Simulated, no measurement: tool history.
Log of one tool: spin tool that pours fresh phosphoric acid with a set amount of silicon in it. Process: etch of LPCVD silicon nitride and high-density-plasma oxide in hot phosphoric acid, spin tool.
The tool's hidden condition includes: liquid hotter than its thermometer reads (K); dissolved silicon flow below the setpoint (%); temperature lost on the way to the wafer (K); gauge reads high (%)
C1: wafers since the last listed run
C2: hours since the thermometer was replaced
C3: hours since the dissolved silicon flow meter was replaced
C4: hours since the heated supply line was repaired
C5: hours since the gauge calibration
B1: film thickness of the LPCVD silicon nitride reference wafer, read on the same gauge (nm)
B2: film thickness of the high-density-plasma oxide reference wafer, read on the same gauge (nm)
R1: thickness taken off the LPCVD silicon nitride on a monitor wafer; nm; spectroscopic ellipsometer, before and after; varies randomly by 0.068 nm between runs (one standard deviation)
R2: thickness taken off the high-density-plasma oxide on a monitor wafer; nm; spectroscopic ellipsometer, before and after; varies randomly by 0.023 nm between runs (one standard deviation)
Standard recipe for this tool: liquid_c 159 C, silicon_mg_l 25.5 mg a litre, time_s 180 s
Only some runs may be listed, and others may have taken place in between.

run 1 hour=0 | liquid_c=159 silicon_mg_l=25.5 time_s=180 | C1=0 C2=238.4 C3=457.7 C4=2172.9 C5=3341.4 | B1=109.99 B2=109.996 | R1=17.12 R2=0.241
run 2 hour=48.6 | liquid_c=159 silicon_mg_l=25.5 time_s=180 | C1=346 C2=287 C3=506.3 C4=2221.5 C5=3390 | B1=109.96 B2=109.997 | R1=16.98 R2=0.254
run 3 hour=97.3 | liquid_c=159 silicon_mg_l=25.5 time_s=180 | C1=347 C2=335.7 C3=555 C4=2270.2 C5=3438.7 | B1=110.01 B2=110.021 | R1=17.17 R2=0.249
-- hour=110.2 gauge calibrated
run 4 hour=199.9 | liquid_c=159 silicon_mg_l=25.5 time_s=180 | C1=731 C2=438.3 C3=657.6 C4=2372.8 C5=89.7 | B1=109.99 B2=109.999 | R1=17.04 R2=0.231
-- hour=239.9 dissolved silicon flow meter replaced
run 5 hour=302.9 | liquid_c=158 silicon_mg_l=41 time_s=80 | C1=727 C2=541.3 C3=63 C4=2475.8 C5=192.7 | B1=109.99 B2=109.986 | R1=7.35 R2=0.047
-- hour=370.8 thermometer replaced
run 6 hour=371.3 | liquid_c=159 silicon_mg_l=25.5 time_s=180 | C1=480 C2=0.5 C3=131.4 C4=2544.2 C5=261.1 | B1=109.99 B2=110.003 | R1=17 R2=0.247
-- hour=432.1 heated supply line repaired
run 7 hour=446.5 | liquid_c=161.5 silicon_mg_l=25.5 time_s=120 | C1=529 C2=75.7 C3=206.6 C4=14.4 C5=336.3 | B1=110 B2=109.993 | R1=12.71 R2=0.243
run 8 hour=486.1 | liquid_c=160.5 silicon_mg_l=25.5 time_s=80 | C1=282 C2=115.3 C3=246.2 C4=54 C5=375.9 | B1=110.02 B2=109.996 | R1=8.26 R2=0.13
run 9 hour=575.4 | liquid_c=156.5 silicon_mg_l=31 time_s=230 | C1=636 C2=204.6 C3=335.5 C4=143.3 C5=465.2 | B1=110 B2=109.982 | R1=20.84 R2=0.255
run 10 hour=699.1 | liquid_c=159 silicon_mg_l=25.5 time_s=180 | C1=882 C2=328.3 C3=459.2 C4=267 C5=588.9 | B1=109.98 B2=109.998 | R1=17.45 R2=0.272
run 11 hour=798.9 | liquid_c=159 silicon_mg_l=7.5 time_s=130 | C1=711 C2=428.1 C3=559 C4=366.8 C5=688.7 | B1=110 B2=110.024 | R1=12.6 R2=0.265
-- hour=843.4 dissolved silicon flow meter replaced
run 12 hour=873.4 | liquid_c=161 silicon_mg_l=40.5 time_s=240 | C1=524 C2=502.6 C3=30 C4=441.3 C5=763.2 | B1=109.99 B2=109.967 | R1=25.06 R2=0.197
-- hour=933.8 thermometer replaced
run 13 hour=972.2 | liquid_c=159 silicon_mg_l=31.5 time_s=180 | C1=697 C2=38.4 C3=128.8 C4=540.1 C5=862 | B1=110.01 B2=109.993 | R1=17.53 R2=0.214
run 14 hour=1054.9 | liquid_c=156.5 silicon_mg_l=44 time_s=90 | C1=589 C2=121.1 C3=211.5 C4=622.8 C5=944.7 | B1=109.99 B2=110.027 | R1=8.04 R2=0.038
run 15 hour=1130.4 | liquid_c=161 silicon_mg_l=16 time_s=270 | C1=538 C2=196.6 C3=287 C4=698.3 C5=1020.2 | B1=109.99 B2=110.008 | R1=27.93 R2=0.542
run 16 hour=1204.9 | liquid_c=156.5 silicon_mg_l=35.5 time_s=140 | C1=531 C2=271.1 C3=361.5 C4=772.8 C5=1094.7 | B1=110 B2=110.005 | R1=12.4 R2=0.106
run 17 hour=1255.4 | liquid_c=159 silicon_mg_l=25.5 time_s=180 | C1=360 C2=321.6 C3=412 C4=823.3 C5=1145.2 | B1=110.01 B2=110.011 | R1=17.39 R2=0.263
run 18 hour=1306.8 | liquid_c=159 silicon_mg_l=25.5 time_s=180 | C1=366 C2=373 C3=463.4 C4=874.7 C5=1196.6 | B1=109.99 B2=109.975 | R1=17.39 R2=0.253
run 19 hour=1353.1 | liquid_c=159 silicon_mg_l=25.5 time_s=180 | C1=330 C2=419.3 C3=509.7 C4=921 C5=1242.9 | B1=110.01 B2=110.008 | R1=17.35 R2=0.241
run 20 hour=1394.7 | liquid_c=159 silicon_mg_l=25.5 time_s=180 | C1=296 C2=460.9 C3=551.3 C4=962.6 C5=1284.5 | B1=110.01 B2=109.977 | R1=17.48 R2=0.23
-- hour=1405.2 dissolved silicon flow meter replaced
run 21 hour=1478.3 | liquid_c=158 silicon_mg_l=36 time_s=145 | C1=589 C2=544.5 C3=73.1 C4=1046.2 C5=1368.1 | B1=110.01 B2=110.014 | R1=13.59 R2=0.126
run 22 hour=1584.2 | liquid_c=161 silicon_mg_l=25.5 time_s=260 | C1=755 C2=650.4 C3=179 C4=1152.1 C5=1474 | B1=110 B2=110.004 | R1=26.84 R2=0.407

3 options for the next run, each taken on its own from the tool as it stands now. Forecast them:
run A hour=1584.7 | liquid_c=159 silicon_mg_l=45.5 time_s=180 | C1=3 C2=650.9 C3=179.5 C4=1152.6 C5=1474.5 | B1=? B2=? | R1=? R2=?
run B hour=1584.7 | liquid_c=159 silicon_mg_l=25.5 time_s=95 | C1=3 C2=650.9 C3=179.5 C4=1152.6 C5=1474.5 | B1=? B2=? | R1=? R2=?
run C hour=1584.7 | liquid_c=161.5 silicon_mg_l=12.5 time_s=180 | C1=3 C2=650.9 C3=179.5 C4=1152.6 C5=1474.5 | B1=? B2=? | R1=? R2=?

run=A B1=110.01 B2=110.012 R1=17.4 R2=0.104
run=B B1=110.01 B2=110.012 R1=9.18 R2=0.155
run=C B1=110.01 B2=110.012 R1=18.93 R2=0.509
With no hidden state in the tool, these same runs would have given:
run=A R1=17.82 R2=0.109
run=B R1=9.4 R2=0.163
run=C R1=19.38 R2=0.536
